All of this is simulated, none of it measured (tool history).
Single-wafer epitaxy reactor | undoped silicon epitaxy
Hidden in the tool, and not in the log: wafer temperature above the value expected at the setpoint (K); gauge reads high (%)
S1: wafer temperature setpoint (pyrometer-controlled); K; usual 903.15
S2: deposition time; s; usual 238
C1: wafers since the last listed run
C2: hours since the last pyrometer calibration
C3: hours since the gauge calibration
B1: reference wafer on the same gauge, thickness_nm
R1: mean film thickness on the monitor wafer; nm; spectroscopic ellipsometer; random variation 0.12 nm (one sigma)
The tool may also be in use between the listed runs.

run,hour,S1,S2,C1,C2,C3,B1,R1
1,0,896.15,238,0,447.3,1338.7,24.622,21.383
2,102.5,896.15,238,839,549.8,1441.2,24.666,21.316
3,209.9,903.15,238,879,657.2,1548.6,24.668,25.509
4,254.3,903.15,238,363,701.6,1593,24.654,25.698
5,328.1,894.15,238,604,775.4,1666.8,24.598,20.099
6,639,894.15,238,2545,1086.3,1977.7,24.478,20.243
7,732.8,903.15,238,767,1180.1,2071.5,24.497,25.41
8,827.7,903.15,238,776,1275,2166.4,24.481,25.371
9,865.1,903.15,238,306,1312.4,2203.8,24.456,25.343
10,920.6,903.15,272,454,1367.9,2259.3,24.452,29.175
11,960.1,903.15,272,323,1407.4,2298.8,24.47,29.02
12,1046.9,903.15,272,710,1494.2,2385.6,24.449,29.224
13,1142.5,903.15,238,782,1589.8,2481.2,24.442,25.492
14,1222.7,903.15,238,656,1670,2561.4,24.387,25.418
15,1274.2,895.15,261,421,1721.5,2612.9,24.371,22.497
16,1359.1,895.15,261,695,1806.4,2697.8,24.329,22.499
17,1420.6,895.15,261,503,1867.9,2759.3,24.294,22.369
18,1523.7,897.15,254,844,1971,2862.4,24.253,22.814
19,1603.8,912.15,265,655,2051.1,2942.5,24.232,35.436
# hour 1624.3: gauge calibrated
# hour 1642.3: pyrometer calibrated
20,1642.8,903.15,238,253,0.5,18.5,24.848,25.869
21,1749.7,889.15,285,875,107.4,125.4,24.959,21.184
22,2009.8,908.15,258,2129,367.5,385.5,24.841,32.052
23,2055.8,918.15,194,376,413.5,431.5,24.874,30.691
24,2285.2,897.15,250,1878,642.9,660.9,24.907,23.048
25,2333.4,917.15,269,394,691.1,709.1,24.835,41.897
26,2377.3,898.15,199,359,735,753,24.837,18.954
27,2442.8,913.15,251,536,800.5,818.5,24.865,35.145
28,2513.5,903.15,272,578,871.2,889.2,24.924,29.515
29,2565.1,893.15,238,422,922.8,940.8,24.833,19.69
30,2845.9,913.15,256,2299,1203.6,1221.6,24.763,35.513
31,2920.5,897.15,238,610,1278.2,1296.2,24.752,22.032
32,2969.7,889.15,285,402,1327.4,1345.4,24.778,21.213
33,3068.4,917.15,263,808,1426.1,1444.1,24.743,40.657
34,3108.6,896.15,280,329,1466.3,1484.3,24.76,25.113

Forecast each of these 3 alternatives for the next run:
A,3109.1,907.15,238,4,1466.8,1484.8,?,?
B,3109.1,891.15,238,4,1466.8,1484.8,?,?
C,3109.1,911.15,284,4,1466.8,1484.8,?,?

run,B1,R1
A,24.754,28.557
B,24.754,18.773
C,24.754,37.746
Without the tool's hidden state the same runs would have given:
run,R1
A,28.726
B,18.884
C,37.968
